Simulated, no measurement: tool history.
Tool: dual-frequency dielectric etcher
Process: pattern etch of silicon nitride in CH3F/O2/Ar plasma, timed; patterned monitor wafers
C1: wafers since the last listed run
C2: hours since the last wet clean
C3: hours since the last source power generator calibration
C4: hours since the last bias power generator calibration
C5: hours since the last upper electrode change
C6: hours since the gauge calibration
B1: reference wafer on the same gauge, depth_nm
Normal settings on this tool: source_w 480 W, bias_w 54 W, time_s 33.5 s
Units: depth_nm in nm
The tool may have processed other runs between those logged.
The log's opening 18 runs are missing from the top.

{"hour": 765.5, "done": "source power generator calibrated"}
{"run": 19, "hour": 787.4, "source_w": 480, "bias_w": 46, "time_s": 31.5, "C1": 666, "C2": 102.9, "C3": 21.9, "C4": 420.5, "C5": 6143.4, "C6": 407.2, "B1": 22.61, "depth_nm": 21.56}
{"run": 20, "hour": 822.1, "source_w": 510, "bias_w": 44, "time_s": 25, "C1": 510, "C2": 137.6, "C3": 56.6, "C4": 455.2, "C5": 6178.1, "C6": 441.9, "B1": 22.61, "depth_nm": 17.21}
{"run": 21, "hour": 864.3, "source_w": 410, "bias_w": 54, "time_s": 26.5, "C1": 620, "C2": 179.8, "C3": 98.8, "C4": 497.4, "C5": 6220.3, "C6": 484.1, "B1": 22.63, "depth_nm": 17.91}
{"run": 22, "hour": 931.1, "source_w": 360, "bias_w": 66, "time_s": 33.5, "C1": 982, "C2": 246.6, "C3": 165.6, "C4": 564.2, "C5": 6287.1, "C6": 550.9, "B1": 22.62, "depth_nm": 23.25}
{"run": 23, "hour": 973.0, "source_w": 480, "bias_w": 54, "time_s": 30.5, "C1": 616, "C2": 288.5, "C3": 207.5, "C4": 606.1, "C5": 6329, "C6": 592.8, "B1": 22.61, "depth_nm": 21.97}
{"run": 24, "hour": 1035.3, "source_w": 440, "bias_w": 67, "time_s": 27, "C1": 916, "C2": 350.8, "C3": 269.8, "C4": 668.4, "C5": 6391.3, "C6": 655.1, "B1": 22.63, "depth_nm": 20.23}
{"hour": 1098.5, "done": "upper electrode replaced"}
{"run": 25, "hour": 1099.0, "source_w": 480, "bias_w": 54, "time_s": 33.5, "C1": 584, "C2": 414.5, "C3": 333.5, "C4": 732.1, "C5": 0.5, "C6": 718.8, "B1": 22.59, "depth_nm": 24.28}
{"run": 26, "hour": 1286.5, "source_w": 520, "bias_w": 67, "time_s": 24.5, "C1": 2759, "C2": 602, "C3": 521, "C4": 919.6, "C5": 188, "C6": 906.3, "B1": 22.61, "depth_nm": 19.7}
{"hour": 1336.9, "done": "wet clean of the chamber"}
{"run": 27, "hour": 1337.5, "source_w": 440, "bias_w": 65, "time_s": 25.5, "C1": 397, "C2": 0.6, "C3": 572, "C4": 970.6, "C5": 239, "C6": 957.3, "B1": 22.6, "depth_nm": 18.48}
{"run": 28, "hour": 1369.0, "source_w": 410, "bias_w": 54, "time_s": 23.5, "C1": 463, "C2": 32.1, "C3": 603.5, "C4": 1002.1, "C5": 270.5, "C6": 988.8, "B1": 22.58, "depth_nm": 15.76}
{"run": 29, "hour": 1403.5, "source_w": 480, "bias_w": 45, "time_s": 33.5, "C1": 507, "C2": 66.6, "C3": 638, "C4": 1036.6, "C5": 305, "C6": 1023.3, "B1": 22.62, "depth_nm": 22.63}
{"run": 30, "hour": 1466.0, "source_w": 480, "bias_w": 66, "time_s": 28.5, "C1": 919, "C2": 129.1, "C3": 700.5, "C4": 1099.1, "C5": 367.5, "C6": 1085.8, "B1": 22.61, "depth_nm": 21.54}
{"run": 31, "hour": 1493.8, "source_w": 370, "bias_w": 59, "time_s": 33.5, "C1": 409, "C2": 156.9, "C3": 728.3, "C4": 1126.9, "C5": 395.3, "C6": 1113.6, "B1": 22.58, "depth_nm": 22.4}

3 options for the next run, each taken on its own from the tool as it stands now. Forecast them:
{"run": "A", "hour": 1494.2, "source_w": 480, "bias_w": 54, "time_s": 33.5, "C1": 5, "C2": 157.3, "C3": 728.7, "C4": 1127.3, "C5": 395.7, "C6": 1114, "B1": "?", "depth_nm": "?"}
{"run": "B", "hour": 1494.2, "source_w": 590, "bias_w": 60, "time_s": 26.5, "C1": 5, "C2": 157.3, "C3": 728.7, "C4": 1127.3, "C5": 395.7, "C6": 1114, "B1": "?", "depth_nm": "?"}
{"run": "C", "hour": 1494.2, "source_w": 450, "bias_w": 47, "time_s": 28, "C1": 5, "C2": 157.3, "C3": 728.7, "C4": 1127.3, "C5": 395.7, "C6": 1114, "B1": "?", "depth_nm": "?"}

run=A B1=22.58 depth_nm=24.11
run=B B1=22.58 depth_nm=21.15
run=C B1=22.58 depth_nm=18.94
Stripped of hidden state, with their random variation kept, the same runs would have yielded:
run=A depth_nm=24.03
run=B depth_nm=21.08
run=C depth_nm=18.88

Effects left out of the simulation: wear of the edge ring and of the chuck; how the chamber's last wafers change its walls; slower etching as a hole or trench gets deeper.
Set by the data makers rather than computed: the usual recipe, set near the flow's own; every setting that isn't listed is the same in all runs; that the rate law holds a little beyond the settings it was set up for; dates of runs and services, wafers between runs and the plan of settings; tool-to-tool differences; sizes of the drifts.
